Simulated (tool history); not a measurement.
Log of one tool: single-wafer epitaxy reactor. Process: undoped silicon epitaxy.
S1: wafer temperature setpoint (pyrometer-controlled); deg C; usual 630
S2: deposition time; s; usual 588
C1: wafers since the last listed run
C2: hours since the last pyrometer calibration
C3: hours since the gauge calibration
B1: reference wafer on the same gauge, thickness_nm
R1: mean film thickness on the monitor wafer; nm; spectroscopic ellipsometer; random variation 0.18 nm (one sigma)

run 1 hour=0.0 | S1=630 S2=588 | C1=0 C2=2481.7 C3=587.7 | B1=58.349 | R1=71.790
run 2 hour=42.6 | S1=630 S2=588 | C1=195 C2=2524.3 C3=630.3 | B1=58.385 | R1=71.899
-- hour=44.7 gauge calibrated
run 3 hour=196.3 | S1=630 S2=588 | C1=705 C2=2678.0 C3=151.6 | B1=58.314 | R1=72.214
run 4 hour=242.7 | S1=630 S2=588 | C1=212 C2=2724.4 C3=198.0 | B1=58.359 | R1=72.372
-- hour=276.7 pyrometer calibrated
run 5 hour=310.7 | S1=630 S2=588 | C1=275 C2=34.0 C3=266.0 | B1=58.370 | R1=78.198
run 6 hour=353.9 | S1=634 S2=588 | C1=198 C2=77.2 C3=309.2 | B1=58.395 | R1=87.233
-- hour=378.0 pyrometer calibrated, repeated, since the last time left the tool worse
run 7 hour=399.4 | S1=634 S2=588 | C1=172 C2=21.4 C3=354.7 | B1=58.356 | R1=74.532
run 8 hour=521.9 | S1=634 S2=649 | C1=562 C2=143.9 C3=477.2 | B1=58.348 | R1=83.539
-- hour=554.2 gauge calibrated
run 9 hour=574.4 | S1=616 S2=516 | C1=240 C2=196.4 C3=20.2 | B1=58.417 | R1=41.566
run 10 hour=624.8 | S1=620 S2=537 | C1=231 C2=246.8 C3=70.6 | B1=58.487 | R1=48.380
run 11 hour=675.6 | S1=630 S2=537 | C1=233 C2=297.6 C3=121.4 | B1=58.370 | R1=63.132
run 12 hour=701.1 | S1=623 S2=637 | C1=116 C2=323.1 C3=146.9 | B1=58.434 | R1=62.584

Forecast run 13:
run 13 hour=741.0 | S1=630 S2=588 | C1=183 C2=363.0 C3=186.8 | B1=? | R1=?

B1: 58.452
R1: 69.456 nm
Without the tool's hidden state the same run would have given R1 66.591 nm.
